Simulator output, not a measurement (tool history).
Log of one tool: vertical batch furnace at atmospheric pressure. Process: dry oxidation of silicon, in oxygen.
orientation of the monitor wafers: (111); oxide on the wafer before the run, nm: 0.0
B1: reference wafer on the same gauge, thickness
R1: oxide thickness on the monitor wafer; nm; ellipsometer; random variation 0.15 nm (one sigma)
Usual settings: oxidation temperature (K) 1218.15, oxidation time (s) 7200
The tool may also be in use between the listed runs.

run 1 hour=0 | oxidation_temperature_(K)=1218.15 oxidation_time_(s)=7200 | B1=67.75 | R1=61.57
run 2 hour=59.1 | oxidation_temperature_(K)=1218.15 oxidation_time_(s)=7200 | B1=67.79 | R1=61.43
run 3 hour=120.7 | oxidation_temperature_(K)=1218.15 oxidation_time_(s)=7200 | B1=67.77 | R1=61.35
run 4 hour=152.8 | oxidation_temperature_(K)=1218.15 oxidation_time_(s)=7200 | B1=67.82 | R1=61.45
run 5 hour=209.1 | oxidation_temperature_(K)=1218.15 oxidation_time_(s)=5940 | B1=67.75 | R1=53.77
run 6 hour=273.7 | oxidation_temperature_(K)=1218.15 oxidation_time_(s)=5940 | B1=67.76 | R1=53.6
run 7 hour=322.7 | oxidation_temperature_(K)=1218.15 oxidation_time_(s)=7200 | B1=67.77 | R1=61.42
-- hour=355.7 thermocouples replaced and temperature profile calibrated
-- hour=382.2 boat lift adjusted
run 8 hour=382.7 | oxidation_temperature_(K)=1218.15 oxidation_time_(s)=8820 | B1=67.73 | R1=72.58
run 9 hour=427.3 | oxidation_temperature_(K)=1241.15 oxidation_time_(s)=10410 | B1=67.79 | R1=96.65
run 10 hour=473.3 | oxidation_temperature_(K)=1218.15 oxidation_time_(s)=7200 | B1=67.81 | R1=63.06
-- hour=486.5 gauge calibrated
run 11 hour=532.4 | oxidation_temperature_(K)=1236.15 oxidation_time_(s)=4890 | B1=67.86 | R1=56.04
run 12 hour=578 | oxidation_temperature_(K)=1218.15 oxidation_time_(s)=8580 | B1=67.87 | R1=71.01
run 13 hour=623.5 | oxidation_temperature_(K)=1218.15 oxidation_time_(s)=5280 | B1=67.85 | R1=50.93
run 14 hour=651.7 | oxidation_temperature_(K)=1208.15 oxidation_time_(s)=5340 | B1=67.86 | R1=46.86

4 options for the next run, each taken on its own from the tool as it stands now. Forecast them:
run A hour=657.8 | oxidation_temperature_(K)=1197.15 oxidation_time_(s)=7200 | B1=? | R1=?
run B hour=657.8 | oxidation_temperature_(K)=1208.15 oxidation_time_(s)=7200 | B1=? | R1=?
run C hour=657.8 | oxidation_temperature_(K)=1206.15 oxidation_time_(s)=4170 | B1=? | R1=?
run D hour=657.8 | oxidation_temperature_(K)=1229.15 oxidation_time_(s)=5580 | B1=? | R1=?

run=A B1=67.85 R1=52.37
run=B B1=67.85 R1=57.83
run=C B1=67.85 R1=38.9
run=D B1=67.85 R1=57.76
With no hidden state in the tool, these same runs would have given:
run=A R1=52.86
run=B R1=58.32
run=C R1=39.25
run=D R1=58.22
